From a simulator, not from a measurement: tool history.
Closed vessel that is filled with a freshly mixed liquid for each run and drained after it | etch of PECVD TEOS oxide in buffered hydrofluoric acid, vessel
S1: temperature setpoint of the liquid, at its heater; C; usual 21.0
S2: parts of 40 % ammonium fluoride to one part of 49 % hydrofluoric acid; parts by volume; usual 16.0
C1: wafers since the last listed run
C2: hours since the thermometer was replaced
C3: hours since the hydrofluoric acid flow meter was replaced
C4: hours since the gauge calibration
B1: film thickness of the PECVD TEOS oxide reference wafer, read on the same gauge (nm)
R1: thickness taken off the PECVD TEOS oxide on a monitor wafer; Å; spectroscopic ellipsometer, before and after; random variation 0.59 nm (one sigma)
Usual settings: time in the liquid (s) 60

Run 1, day 0.000: usual settings; C1 0; C2 1272.1; C3 179.8; C4 244.9; B1 99.99. Result: R1 846.2 Å.
Run 2, day 1.625: usual settings; C1 4762; C2 1311.1; C3 218.8; C4 283.9; B1 99.97. Result: R1 844.2 Å.
Run 3, day 5.596: usual settings; C1 11637; C2 1406.4; C3 314.1; C4 379.2; B1 100.03. Result: R1 856.2 Å.
Run 4, day 7.392: usual settings but S1 24.0 C, time in the liquid (s) 50; C1 5263; C2 1449.5; C3 357.2; C4 422.3; B1 100.00. Result: R1 834.7 Å.
At day 19.633: hydrofluoric acid flow meter replaced.
Run 5, day 20.629: usual settings but S1 24.0 C, time in the liquid (s) 50; C1 38673; C2 1767.2; C3 23.9; C4 740.0; B1 100.02. Result: R1 841.5 Å.
Run 6, day 22.200: usual settings but S1 24.0 C, time in the liquid (s) 50; C1 4603; C2 1804.9; C3 61.6; C4 777.7; B1 99.99. Result: R1 843.6 Å.
Run 7, day 25.254: usual settings; C1 8951; C2 1878.2; C3 134.9; C4 851.0; B1 100.02. Result: R1 852.8 Å.
Run 8, day 29.696: usual settings; C1 13017; C2 1984.8; C3 241.5; C4 957.6; B1 100.03. Result: R1 863.6 Å.
Run 9, day 31.954: usual settings; C1 6618; C2 2039.0; C3 295.7; C4 1011.8; B1 99.99. Result: R1 873.5 Å.
Run 10, day 34.221: usual settings but time in the liquid (s) 85; C1 6643; C2 2093.4; C3 350.1; C4 1066.2; B1 100.02. Result: R1 1238.0 Å.
Run 11, day 37.317: usual settings but time in the liquid (s) 85; C1 9073; C2 2167.7; C3 424.4; C4 1140.5; B1 100.00. Result: R1 1223.2 Å.
At day 38.350: gauge calibrated.
At day 40.229: thermometer replaced.
Run 12, day 40.250: usual settings but time in the liquid (s) 85; C1 8474; C2 0.5; C3 494.8; C4 45.6; B1 100.00. Result: R1 1167.4 Å.
Run 13, day 43.171: usual settings but S1 17.0 C, S2 11.0 parts by volume, time in the liquid (s) 50; C1 8560; C2 70.6; C3 564.9; C4 115.7; B1 99.98. Result: R1 794.1 Å.
At day 43.846: hydrofluoric acid flow meter replaced.
Run 14, day 46.812: usual settings but time in the liquid (s) 50; C1 10550; C2 158.0; C3 71.2; C4 203.1; B1 99.98. Result: R1 698.8 Å.
Run 15, day 49.208: usual settings but time in the liquid (s) 85; C1 7021; C2 215.5; C3 128.7; C4 260.6; B1 99.99. Result: R1 1170.3 Å.
Run 16, day 50.750: usual settings but S1 17.0 C, S2 11.0 parts by volume, time in the liquid (s) 50; C1 4518; C2 252.5; C3 165.7; C4 297.6; B1 99.93. Result: R1 793.7 Å.
Run 17, day 52.821: usual settings but S1 17.5 C, S2 14.0 parts by volume, time in the liquid (s) 70; C1 6069; C2 302.2; C3 215.4; C4 347.3; B1 100.05. Result: R1 911.3 Å.
Run 18, day 54.946: usual settings but S1 24.5 C, S2 12.5 parts by volume, time in the liquid (s) 85; C1 6227; C2 353.2; C3 266.4; C4 398.3; B1 100.00. Result: R1 1821.2 Å.
Run 19, day 57.512: usual settings but S2 12.5 parts by volume; C1 7522; C2 414.8; C3 328.0; C4 459.9; B1 100.01. Result: R1 1056.8 Å.
Run 20, day 59.450: usual settings; C1 5678; C2 461.3; C3 374.5; C4 506.4; B1 100.00. Result: R1 844.2 Å.
Run 21, day 62.067: usual settings but S2 11.0 parts by volume, time in the liquid (s) 85; C1 7668; C2 524.1; C3 437.3; C4 569.2; B1 99.99. Result: R1 1703.6 Å.
Run 22, day 65.779: usual settings but S1 23.5 C, S2 11.5 parts by volume; C1 10880; C2 613.2; C3 526.4; C4 658.3; B1 100.02. Result: R1 1332.7 Å.
Run 23, day 67.783: usual settings but S1 18.0 C, S2 18.5 parts by volume; C1 5873; C2 661.3; C3 574.5; C4 706.4; B1 99.99. Result: R1 616.5 Å.
Run 24, day 71.050: usual settings; C1 9573; C2 739.7; C3 652.9; C4 784.8; B1 100.01. Result: R1 838.9 Å.
Run 25, day 73.767: usual settings; C1 7961; C2 804.9; C3 718.1; C4 850.0; B1 99.99. Result: R1 860.3 Å.

Forecast each of these 4 alternatives for the next run:
Run A, day 73.796: usual settings but time in the liquid (s) 95; C1 85; C2 805.6; C3 718.8; C4 850.7; B1 ?. Result: R1 ?.
Run B, day 73.796: usual settings but time in the liquid (s) 40; C1 85; C2 805.6; C3 718.8; C4 850.7; B1 ?. Result: R1 ?.
Run C, day 73.796: usual settings but S1 17.0 C, S2 21.5 parts by volume, time in the liquid (s) 40; C1 85; C2 805.6; C3 718.8; C4 850.7; B1 ?. Result: R1 ?.
Run D, day 73.796: usual settings but S1 24.0 C, S2 19.5 parts by volume; C1 85; C2 805.6; C3 718.8; C4 850.7; B1 ?. Result: R1 ?.

run      B1      R1
  A  100.01  1344.0
  B  100.01   565.9
  C  100.01   344.8
  D  100.01   823.9
Without the tool's hidden state the same runs would have given:
run      R1
  A  1311.5
  B   552.2
  C   336.2
  D   804.4

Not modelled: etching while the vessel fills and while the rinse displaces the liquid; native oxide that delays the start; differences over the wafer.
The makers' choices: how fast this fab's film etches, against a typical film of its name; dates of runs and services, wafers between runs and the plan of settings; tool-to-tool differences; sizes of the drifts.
